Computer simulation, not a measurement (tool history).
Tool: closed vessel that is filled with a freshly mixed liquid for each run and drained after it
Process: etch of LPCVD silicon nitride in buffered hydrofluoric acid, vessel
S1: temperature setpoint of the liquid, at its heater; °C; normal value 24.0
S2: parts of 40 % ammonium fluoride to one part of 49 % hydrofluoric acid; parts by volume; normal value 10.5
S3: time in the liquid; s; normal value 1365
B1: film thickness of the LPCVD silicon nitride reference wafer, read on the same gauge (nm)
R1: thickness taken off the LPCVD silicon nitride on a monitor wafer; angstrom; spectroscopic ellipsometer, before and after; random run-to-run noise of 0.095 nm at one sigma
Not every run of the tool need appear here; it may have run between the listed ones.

run	hour	S1	S2	S3	B1	R1
1	0.0	24.0	10.5	1365	110.51	191.2
2	39.9	24.0	10.5	1365	110.68	191.7
3	111.7	24.0	10.5	1365	110.75	191.7
4	150.0	24.0	10.5	1365	110.93	191.9
# hour 217.8: hydrofluoric acid flow meter replaced
5	257.1	24.0	10.5	1365	111.12	192.2
6	348.1	24.0	10.5	1365	111.43	191.7
7	411.8	24.0	10.5	1365	111.67	190.9
8	475.6	24.0	10.5	1365	111.91	193.1
9	540.9	24.0	10.5	1365	112.20	194.0
10	587.7	24.0	10.5	1365	112.39	195.9
11	649.4	24.0	10.5	1365	112.64	193.2
12	729.6	21.5	11.5	2095	113.00	237.1
13	786.8	21.0	14.5	1605	113.35	141.8
14	882.5	19.5	10.5	1365	113.85	152.5
# hour 884.8: thermometer replaced
15	978.7	27.5	9.0	2035	114.51	393.3
16	1056.6	24.0	10.5	1365	114.95	198.3
# hour 1060.3: gauge calibrated
17	1140.4	20.5	8.5	1365	109.78	187.4
18	1190.3	24.0	10.5	1365	109.81	190.3
# hour 1222.9: hydrofluoric acid flow meter replaced
19	1227.8	24.0	10.5	1365	109.80	189.2
20	1264.5	28.5	9.0	1735	109.84	345.1
21	1336.6	27.0	12.0	1365	109.94	196.1
22	1433.0	24.0	10.5	1120	110.01	154.1
23	1539.2	24.0	7.5	1365	110.27	261.2

3 options for the next run, each taken on its own from the tool as it stands now. Forecast them:
A	1540.2	26.5	10.5	1365	?	?
B	1540.2	26.5	13.5	1140	?	?
C	1540.2	26.0	9.5	870	?	?

run	B1	R1
A	110.26	218.6
B	110.26	142.9
C	110.26	146.9
Stripped of hidden state, with their random variation kept, the same runs would have yielded:
run	R1
A	218.1
B	142.5
C	146.6
